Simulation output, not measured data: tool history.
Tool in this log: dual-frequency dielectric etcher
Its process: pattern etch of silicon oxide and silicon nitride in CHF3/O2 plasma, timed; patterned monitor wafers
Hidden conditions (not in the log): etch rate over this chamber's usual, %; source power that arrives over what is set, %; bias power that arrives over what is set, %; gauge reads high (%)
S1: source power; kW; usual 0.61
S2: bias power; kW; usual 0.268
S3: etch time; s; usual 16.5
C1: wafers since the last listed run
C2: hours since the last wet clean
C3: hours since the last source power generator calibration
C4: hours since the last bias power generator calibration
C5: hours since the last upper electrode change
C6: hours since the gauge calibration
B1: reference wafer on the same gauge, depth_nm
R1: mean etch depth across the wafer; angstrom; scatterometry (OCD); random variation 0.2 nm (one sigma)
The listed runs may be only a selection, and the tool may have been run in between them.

run     day    S1     S2    S3    C1     C2      C3      C4      C5      C6     B1     R1
  1       0  0.61  0.268  16.5     0  194.2   541.7  2799.5  2680.7  1763.4  27.31  286.8
  2   2.821  0.61  0.268  16.5  1147  261.9   609.4  2867.2  2748.4  1831.1  27.24  290.8
  3    5.05  0.61  0.268  16.5   906  315.4   662.9  2920.7  2801.9  1884.6  27.28    289
  4   7.417  0.66  0.268  16.5   962  372.2   719.7  2977.5  2858.7  1941.4  27.29  294.6
  5   9.817  0.66  0.268  16.5   975  429.8   777.3  3035.1  2916.3    1999  27.28  291.7
  6  12.592  0.66  0.268  16.5  1128  496.4   843.9  3101.7  2982.9  2065.6  27.24  291.5
     14.375  -- wet clean of the chamber
  7  15.425  0.61  0.268    14   745   25.2   911.9  3169.7  3050.9  2133.6   27.3  245.5
     17.229  -- gauge calibrated
  8  17.958  0.61  0.268    14  1030     86   972.7  3230.5  3111.7    17.5  27.35  243.1
     19.588  -- bias power generator calibrated
  9  19.746  0.61  0.268    14   659  128.9  1015.6     3.8  3154.6    60.4   27.3  244.2
 10   21.35  0.61  0.268  16.5   652  167.4  1054.1    42.3  3193.1    98.9  27.35  288.4
 11  22.692  0.61  0.268  16.5   545  199.6  1086.3    74.5  3225.3   131.1  27.28  285.9
 12  25.375  0.61  0.268  16.5  1091    264  1150.7   138.9  3289.7   195.5  27.34  288.3
 13  27.367  0.61  0.268  16.5   809  311.8  1198.5   186.7  3337.5   243.3  27.24  290.1
 14  28.967  0.66  0.268    19   650  350.2  1236.9   225.1  3375.9   281.7  27.28    339
 15  36.275  0.61  0.268  16.5  2971  525.6  1412.3   400.5  3551.3   457.1   27.3  287.1
 16  37.788   0.5  0.235  11.5   615  561.9  1448.6   436.8  3587.6   493.4   27.3  186.5
 17  40.121  0.56  0.246  16.5   948  617.9  1504.6   492.8  3643.6   549.4  27.27  275.3
     42.429  -- wet clean of the chamber
 18  43.683  0.61  0.268  16.5  1042   30.1  1590.1   578.3  3729.1   634.9  27.32  290.3
 19   46.25  0.61  0.268  16.5  1043   91.7  1651.7   639.9  3790.7   696.5  27.23  285.3
 20  52.612  0.66  0.241    13  2587  244.4  1804.4   792.6  3943.4   849.2  27.31  223.1
     54.088  -- source power generator calibrated
     55.671  -- upper electrode replaced
 21  55.692  0.51  0.248  12.5   777  318.3    38.5   866.5     0.5   923.1  27.37  204.1
 22  56.621  0.65  0.268  16.5   377  340.6    60.8   888.8    22.8   945.4  27.33  291.5
 23  58.058  0.61  0.268  16.5   584  375.1    95.3   923.3    57.3   979.9   27.3    290
 24  60.621  0.53  0.306    18  1042  436.6   156.8   984.8   118.8  1041.4  27.33  321.1
 25  62.808  0.61  0.319  16.5   889  489.1   209.3  1037.3   171.3  1093.9  27.29  305.7
 26  64.417  0.66  0.241    13   654  527.7   247.9  1075.9   209.9  1132.5  27.29  224.3
      65.55  -- wet clean of the chamber
 27  67.196  0.61  0.268  18.5   723   39.5   314.6  1142.6   276.6  1199.2  27.19  320.9
 28  68.817  0.71  0.217  20.5   659   78.4   353.5  1181.5   315.5  1238.1  27.32  349.7
 29  70.762  0.61  0.268    20   791  125.1   400.2  1228.2   362.2  1284.8  27.32  349.8
 30   73.45  0.61  0.268  13.5  1092  189.6   464.7  1292.7   426.7  1349.3  27.35  236.2

What differs in the tool's unlogged condition from the final listed run ahead of each entry between runs to the first listed run following it?
In the gap between runs 6 and 7: wet clean of the chamber (day 14.375)
  the hidden state is the same at both runs
In the gap between runs 7 and 8: gauge calibrated (day 17.229)
  the hidden state is the same at both runs
In the gap between runs 8 and 9: bias power generator calibrated (day 19.588)
  the hidden state is the same at both runs
In the gap between runs 17 and 18: wet clean of the chamber (day 42.429)
  the hidden state is the same at both runs
In the gap between runs 20 and 21: source power generator calibrated (day 54.088); upper electrode replaced (day 55.671)
  the hidden state is the same at both runs
In the gap between runs 26 and 27: wet clean of the chamber (day 65.55)
  the hidden state is the same at both runs
